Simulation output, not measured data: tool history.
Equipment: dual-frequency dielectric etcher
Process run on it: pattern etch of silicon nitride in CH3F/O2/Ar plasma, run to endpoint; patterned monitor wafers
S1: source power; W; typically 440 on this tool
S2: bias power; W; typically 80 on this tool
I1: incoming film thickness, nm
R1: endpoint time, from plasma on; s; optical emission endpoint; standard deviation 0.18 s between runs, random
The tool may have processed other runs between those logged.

run,hour,S1,S2,I1,R1
1,0.0,440,66,34.93,47.9
2,22.9,440,66,34.91,48.0
3,42.9,440,80,34.99,43.7
4,63.8,440,80,35.36,44.1
5,93.9,440,80,34.70,43.3
# hour 134.5: source power generator calibrated
# hour 140.1: upper electrode replaced
6,140.6,440,96,34.94,40.0
7,149.6,440,96,35.15,39.9
8,166.8,440,80,34.95,43.8
# hour 172.6: bias power generator calibrated
# hour 197.0: wet clean of the chamber
9,197.5,440,80,35.02,43.8
10,211.0,410,92,35.01,42.0
11,224.2,410,80,35.08,45.1
12,256.1,480,99,34.73,37.3
13,269.1,360,92,34.87,44.4
14,287.4,550,99,35.00,35.8
15,317.7,440,62,34.94,49.7
16,340.0,440,80,35.02,43.6

Forecast each of these 3 alternatives for the next run:
A,340.4,440,95,35.19,?
B,340.4,440,97,35.19,?
C,340.4,540,60,35.19,?

run,R1
A,40.3
B,39.9
C,46.6
With the hidden condition removed and each run's random variation left untouched, the same runs would have given:
run,R1
A,40.3
B,39.9
C,46.6
